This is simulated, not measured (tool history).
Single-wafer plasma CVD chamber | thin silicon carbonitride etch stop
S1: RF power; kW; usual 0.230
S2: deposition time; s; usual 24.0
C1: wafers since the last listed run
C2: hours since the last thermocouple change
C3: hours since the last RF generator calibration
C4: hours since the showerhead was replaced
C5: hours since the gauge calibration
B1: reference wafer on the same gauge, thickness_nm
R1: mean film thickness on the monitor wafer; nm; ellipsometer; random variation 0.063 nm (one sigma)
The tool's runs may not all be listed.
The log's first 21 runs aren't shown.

| run | hour | S1 | S2 | C1 | C2 | C3 | C4 | C5 | B1 | R1 |
|---|---|---|---|---|---|---|---|---|---|---|
|  | 1166.4 | gauge calibrated |
| 22 | 1179.3 | 0.275 | 19.4 | 925 | 35.4 | 74.9 | 943.9 | 12.9 | 11.337 | 11.697 |
| 23 | 1231.2 | 0.250 | 22.5 | 1375 | 87.3 | 126.8 | 995.8 | 64.8 | 11.302 | 13.184 |
| 24 | 1287.7 | 0.210 | 28.3 | 1497 | 143.8 | 183.3 | 1052.3 | 121.3 | 11.293 | 16.162 |
| 25 | 1331.1 | 0.260 | 26.1 | 1150 | 187.2 | 226.7 | 1095.7 | 164.7 | 11.282 | 15.430 |
| 26 | 1378.5 | 0.195 | 28.4 | 1256 | 234.6 | 274.1 | 1143.1 | 212.1 | 11.277 | 16.124 |
| 27 | 1425.0 | 0.230 | 24.0 | 1232 | 281.1 | 320.6 | 1189.6 | 258.6 | 11.271 | 13.943 |
| 28 | 1491.0 | 0.260 | 24.0 | 1749 | 347.1 | 386.6 | 1255.6 | 324.6 | 11.227 | 14.122 |
| 29 | 1553.4 | 0.230 | 24.0 | 1654 | 409.5 | 449.0 | 1318.0 | 387.0 | 11.231 | 14.038 |
| 30 | 1610.4 | 0.230 | 24.0 | 1511 | 466.5 | 506.0 | 1375.0 | 444.0 | 11.227 | 13.798 |
| 31 | 1680.9 | 0.215 | 24.0 | 1869 | 537.0 | 576.5 | 1445.5 | 514.5 | 11.224 | 13.766 |
| 32 | 1742.6 | 0.230 | 24.0 | 1635 | 598.7 | 638.2 | 1507.2 | 576.2 | 11.175 | 13.866 |
| 33 | 1781.2 | 0.230 | 26.6 | 1023 | 637.3 | 676.8 | 1545.8 | 614.8 | 11.207 | 15.215 |
| 34 | 1814.9 | 0.220 | 24.0 | 893 | 671.0 | 710.5 | 1579.5 | 648.5 | 11.202 | 13.773 |

Forecast each of these 5 alternatives for the next run:
| A | 1815.3 | 0.255 | 24.0 | 10 | 671.4 | 710.9 | 1579.9 | 648.9 | ? | ? |
| B | 1815.3 | 0.205 | 24.0 | 10 | 671.4 | 710.9 | 1579.9 | 648.9 | ? | ? |
| C | 1815.3 | 0.190 | 24.0 | 10 | 671.4 | 710.9 | 1579.9 | 648.9 | ? | ? |
| D | 1815.3 | 0.210 | 21.2 | 10 | 671.4 | 710.9 | 1579.9 | 648.9 | ? | ? |
| E | 1815.3 | 0.210 | 22.7 | 10 | 671.4 | 710.9 | 1579.9 | 648.9 | ? | ? |

| run | B1 | R1 |
|---|---|---|
| A | 11.203 | 13.991 |
| B | 11.203 | 13.439 |
| C | 11.203 | 13.262 |
| D | 11.203 | 11.922 |
| E | 11.203 | 12.765 |
Without the tool's hidden state the same runs would have given:
| run | R1 |
|---|---|
| A | 14.123 |
| B | 13.565 |
| C | 13.387 |
| D | 12.034 |
| E | 12.886 |

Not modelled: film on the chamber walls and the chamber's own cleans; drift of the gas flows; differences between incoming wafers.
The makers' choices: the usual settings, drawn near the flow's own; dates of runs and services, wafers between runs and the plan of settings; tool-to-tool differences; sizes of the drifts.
